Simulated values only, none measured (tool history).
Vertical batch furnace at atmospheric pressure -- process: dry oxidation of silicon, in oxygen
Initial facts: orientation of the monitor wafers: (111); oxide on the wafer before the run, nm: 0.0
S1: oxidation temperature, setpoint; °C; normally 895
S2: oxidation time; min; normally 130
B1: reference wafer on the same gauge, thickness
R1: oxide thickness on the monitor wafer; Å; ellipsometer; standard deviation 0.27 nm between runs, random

run,day,S1,S2,B1,R1
1,0,895,130,55.39,532.8
2,2.504,895,130,55.37,533.5
3,4.333,877,130,55.4,436.1
4,12.758,886,130,55.19,486.2
5,15.475,886,130,55.25,487.1
6,16.658,895,130,55.33,528.9
7,18.471,895,130,55.49,529.7
8,20.075,895,130,55.21,532.2
9,21.771,895,130,55.31,531.7
10,24.221,895,82.5,55.25,383
11,26.092,895,82.5,55.36,387.9
12,29.083,895,82.5,55.25,385.3
13,31.492,895,130,55.33,533.9
14,33.554,895,130,55.28,524.3
15,36.512,895,104,55.24,449.7
16,37.821,895,104,55.32,450.4
17,39.45,895,104,55.28,450.6
18,41.992,895,97.5,55.25,431.4
19,43.767,871,76,55.31,284.1
20,46.696,895,130,55.37,524.8
21,48.212,874,70.5,55.25,276.6
# day 51.662: boat lift adjusted
22,51.683,895,179.5,55.34,683.7
23,52.15,895,130,55.36,546.4
24,53.912,895,130,55.33,549
# day 55.654: gauge calibrated
25,56.617,895,130,55.35,541.5
# day 58.262: thermocouples replaced and temperature profile calibrated
26,58.542,916,130,55.28,637.1
27,61.475,879,166,55.36,518.1
28,63.942,916,82,55.29,466.3
29,66.842,903,130,55.25,559.1
30,68.621,912,130,55.3,609.3
31,70.229,895,153,55.26,575.6
32,71.833,895,75,55.43,350.3

Run 33, settings as shown, results not yet in. Your forecast:
33,74.362,895,130,?,?

Run 33 yielded B1 55.36, R1 515.7 Å.
On a tool with no hidden condition, and with the same random variation, this run would have come out at R1 513.7 Å.
